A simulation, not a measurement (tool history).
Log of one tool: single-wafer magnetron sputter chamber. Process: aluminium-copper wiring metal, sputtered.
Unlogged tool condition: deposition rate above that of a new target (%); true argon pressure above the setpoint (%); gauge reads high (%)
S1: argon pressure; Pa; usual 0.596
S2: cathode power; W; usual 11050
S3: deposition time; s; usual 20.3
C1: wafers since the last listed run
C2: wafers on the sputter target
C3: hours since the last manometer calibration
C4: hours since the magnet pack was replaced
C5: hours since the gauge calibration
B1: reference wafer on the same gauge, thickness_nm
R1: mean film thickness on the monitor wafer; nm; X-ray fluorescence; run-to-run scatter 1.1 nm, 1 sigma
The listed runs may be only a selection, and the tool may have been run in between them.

run     day     S1     S2    S3    C1     C2      C3      C4      C5       B1       R1
  1   0.000  0.596  11050  20.3     0   5767   357.9  6100.4  1459.2  291.179  355.613
  2   3.054  0.596  11050  20.3  1699   7466   431.2  6173.7  1532.5  291.188  356.677
  3   5.450  0.596  11050  20.3  1333   8800   488.7  6231.2  1590.0  290.768  357.033
  4   9.200  0.596  11050  20.3  2086  10887   578.7  6321.2  1680.0  291.134  356.447
  5  13.225  0.596  11050  20.3  2239  13127   675.3  6417.8  1776.6  291.146  355.952
     15.017  -- sputter target and shields replaced
  6  17.179  0.596  12700  20.3  2014   1203   770.2  6512.7  1871.5  290.989  411.547
  7  19.750  0.596  11050  19.2  1430   2634   831.9  6574.4  1933.2  291.009  337.200
  8  23.812  0.596  11050  19.2  2260   4895   929.4  6671.9  2030.7  290.964  339.871
  9  27.658  0.596  11050  18.7  2140   7035  1021.7  6764.2  2123.0  291.045  329.647
 10  29.592  0.596  11050  20.3  1075   8111  1068.1  6810.6  2169.4  291.070  359.253
 11  31.096  0.596  11050  20.3   837   8948  1104.2  6846.7  2205.5  290.772  358.772
 12  33.729  0.756  11900  22.7  1465  10413  1167.4  6909.9  2268.7  290.727  389.136
 13  35.688  0.493   9900  18.5  1089  11503  1214.4  6956.9  2315.7  291.224  316.496
     36.162  -- magnet pack replaced
     38.454  -- sputter target and shields replaced
 14  38.475  0.448   8500  18.8  1180     11  1281.3    55.5  2382.6  291.162  282.422
 15  40.429  0.781  11050  20.3  1087   1099  1328.2   102.4  2429.5  291.196  320.192
 16  44.708  0.596  11800  23.1  2381   3480  1430.9   205.1  2532.2  290.771  440.168
 17  46.400  0.801   9650  20.3   941   4421  1471.5   245.7  2572.8  291.053  276.212
 18  48.046  0.596   9450  20.3   915   5337  1511.0   285.2  2612.3  291.002  309.141
 19  50.704  0.665  11050  21.8  1479   6817  1574.8   349.0  2676.1  290.891  370.627
     51.171  -- gauge calibrated
 20  52.725  0.596  12650  20.3  1124   7941  1623.3   397.5    37.3  291.057  413.371
 21  56.392  0.596  11050  18.7  2040   9982  1711.3   485.5   125.3  291.127  334.815
 22  60.525  0.596  11050  20.3  2300  12282  1810.5   584.7   224.5  291.018  362.958
     62.088  -- sputter target and shields replaced
 23  63.075  0.596  11050  17.7  1233    549  1871.7   645.9   285.7  291.074  316.141
 24  64.596  0.596  11050  20.3   846   1395  1908.2   682.4   322.2  290.891  362.912
     67.612  -- capacitance manometer re-zeroed and calibrated
 25  68.646  0.493  13150  20.3  2068   3464    24.8   779.6   419.4  290.871  454.045
 26  70.917  0.596  11050  20.3  1263   4728    79.3   834.1   473.9  291.402  355.914
 27  73.862  0.475  10350  21.7  1639   6367   150.0   904.8   544.6  290.747  386.845
 28  76.954  0.596  11050  20.3  1720   8087   224.2   979.0   618.8  290.902  356.151
 29  80.725  0.596  13200  18.1  2098  10186   314.7  1069.5   709.3  291.018  378.755
 30  83.871  0.754   9550  22.6  1750  11937   390.2  1145.0   784.8  290.998  308.016
 31  87.212  0.596  11050  20.3  1859  13796   470.4  1225.2   865.0  291.179  357.404
     88.317  -- sputter target and shields replaced
 32  89.154  0.724  13750  16.4   895    466   517.0  1271.8   911.6  290.812  329.524
 33  96.754  0.596  11050  20.3  4229   4696   699.4  1454.2  1094.0  291.340  357.333

Alternative continuations, all from the tool just after run 33; predict every row:
  A  96.771  0.596   9650  20.3   9  4705  699.8  1454.6  1094.4   ?   ?
  B  96.771  0.790  11050  16.4   9  4705  699.8  1454.6  1094.4   ?   ?
  C  96.771  0.406   8850  18.0   9  4705  699.8  1454.6  1094.4   ?   ?
  D  96.771  0.661   9550  21.4   9  4705  699.8  1454.6  1094.4   ?   ?
  E  96.771  0.596  12100  22.7   9  4705  699.8  1454.6  1094.4   ?   ?

run       B1       R1
  A  291.313  311.367
  B  291.313  253.371
  C  291.313  289.085
  D  291.313  310.929
  E  291.313  436.576
With the hidden condition removed and each run's random variation left untouched, the same runs would have given:
run       R1
  A  310.725
  B  252.658
  C  288.729
  D  310.206
  E  435.676

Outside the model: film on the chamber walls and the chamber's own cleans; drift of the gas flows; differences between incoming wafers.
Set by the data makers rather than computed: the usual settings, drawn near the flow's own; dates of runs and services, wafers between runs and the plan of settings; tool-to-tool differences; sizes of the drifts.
